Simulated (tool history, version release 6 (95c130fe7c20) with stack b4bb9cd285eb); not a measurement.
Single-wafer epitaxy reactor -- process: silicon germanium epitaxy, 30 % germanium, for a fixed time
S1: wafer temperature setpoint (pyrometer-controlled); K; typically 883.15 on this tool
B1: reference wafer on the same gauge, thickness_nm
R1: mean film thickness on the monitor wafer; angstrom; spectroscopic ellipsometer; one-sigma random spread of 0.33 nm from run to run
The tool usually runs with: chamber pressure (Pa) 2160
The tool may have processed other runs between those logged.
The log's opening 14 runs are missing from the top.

{"run": 15, "hour": 1279.5, "S1": 883.15, "chamber pressure (Pa)": 2160, "B1": 76.903, "R1": 669.71}
{"run": 16, "hour": 1380.7, "S1": 883.15, "chamber pressure (Pa)": 2160, "B1": 76.795, "R1": 664.03}
{"run": 17, "hour": 1560.1, "S1": 883.15, "chamber pressure (Pa)": 2160, "B1": 76.729, "R1": 665.18}
{"run": 18, "hour": 1641.5, "S1": 877.15, "chamber pressure (Pa)": 2320, "B1": 76.831, "R1": 629.6}
{"hour": 1658.0, "done": "capacitance manometer re-zeroed and calibrated"}
{"run": 19, "hour": 1691.8, "S1": 895.15, "chamber pressure (Pa)": 1707, "B1": 76.853, "R1": 733.41}
{"hour": 1746.9, "done": "pyrometer calibrated"}
{"run": 20, "hour": 1780.6, "S1": 895.15, "chamber pressure (Pa)": 1693, "B1": 76.868, "R1": 727.86}
{"run": 21, "hour": 1864.5, "S1": 869.15, "chamber pressure (Pa)": 1667, "B1": 76.91, "R1": 480.6}
{"run": 22, "hour": 1932.0, "S1": 883.15, "chamber pressure (Pa)": 2160, "B1": 76.753, "R1": 662.82}
{"run": 23, "hour": 2001.8, "S1": 883.15, "chamber pressure (Pa)": 1973, "B1": 76.85, "R1": 635.9}
{"run": 24, "hour": 2072.7, "S1": 874.15, "chamber pressure (Pa)": 2160, "B1": 76.712, "R1": 569.47}
{"hour": 2103.2, "done": "showerhead replaced"}
{"run": 25, "hour": 2173.5, "S1": 883.15, "chamber pressure (Pa)": 2160, "B1": 76.745, "R1": 658.16}
{"run": 26, "hour": 2276.6, "S1": 877.15, "chamber pressure (Pa)": 1880, "B1": 76.734, "R1": 581.98}
{"run": 27, "hour": 2381.6, "S1": 897.15, "chamber pressure (Pa)": 2160, "B1": 76.75, "R1": 830.78}
{"run": 28, "hour": 2428.5, "S1": 877.15, "chamber pressure (Pa)": 1667, "B1": 76.843, "R1": 555.31}
{"run": 29, "hour": 2492.4, "S1": 877.15, "chamber pressure (Pa)": 1627, "B1": 76.831, "R1": 547.29}
{"run": 30, "hour": 2574.5, "S1": 878.15, "chamber pressure (Pa)": 1693, "B1": 76.762, "R1": 565.76}
{"run": 31, "hour": 2647.5, "S1": 898.15, "chamber pressure (Pa)": 1640, "B1": 76.852, "R1": 770.19}
{"run": 32, "hour": 2738.9, "S1": 883.15, "chamber pressure (Pa)": 2160, "B1": 76.843, "R1": 673.01}
{"run": 33, "hour": 2801.2, "S1": 894.15, "chamber pressure (Pa)": 2680, "B1": 76.585, "R1": 861.07}
{"hour": 2865.2, "done": "capacitance manometer re-zeroed and calibrated"}
{"run": 34, "hour": 2865.7, "S1": 868.15, "chamber pressure (Pa)": 1733, "B1": 76.791, "R1": 476.7}
{"run": 35, "hour": 2904.8, "S1": 868.15, "chamber pressure (Pa)": 2413, "B1": 76.778, "R1": 537.34}
{"run": 36, "hour": 2993.4, "S1": 870.15, "chamber pressure (Pa)": 2320, "B1": 76.713, "R1": 549.01}

Predict each of these 3 candidate next runs independently; none follows another, all start after run 36:
{"run": "A", "hour": 2993.8, "S1": 883.15, "chamber pressure (Pa)": 2160, "B1": "?", "R1": "?"}
{"run": "B", "hour": 2993.8, "S1": 883.15, "chamber pressure (Pa)": 1933, "B1": "?", "R1": "?"}
{"run": "C", "hour": 2993.8, "S1": 896.15, "chamber pressure (Pa)": 2506, "B1": "?", "R1": "?"}

run=A B1=76.8 R1=664.25
run=B B1=76.8 R1=639.24
run=C B1=76.8 R1=856.35
Without the tool's unlogged condition, the same runs would have read:
run=A R1=659.54
run=B R1=634.71
run=C R1=850.28

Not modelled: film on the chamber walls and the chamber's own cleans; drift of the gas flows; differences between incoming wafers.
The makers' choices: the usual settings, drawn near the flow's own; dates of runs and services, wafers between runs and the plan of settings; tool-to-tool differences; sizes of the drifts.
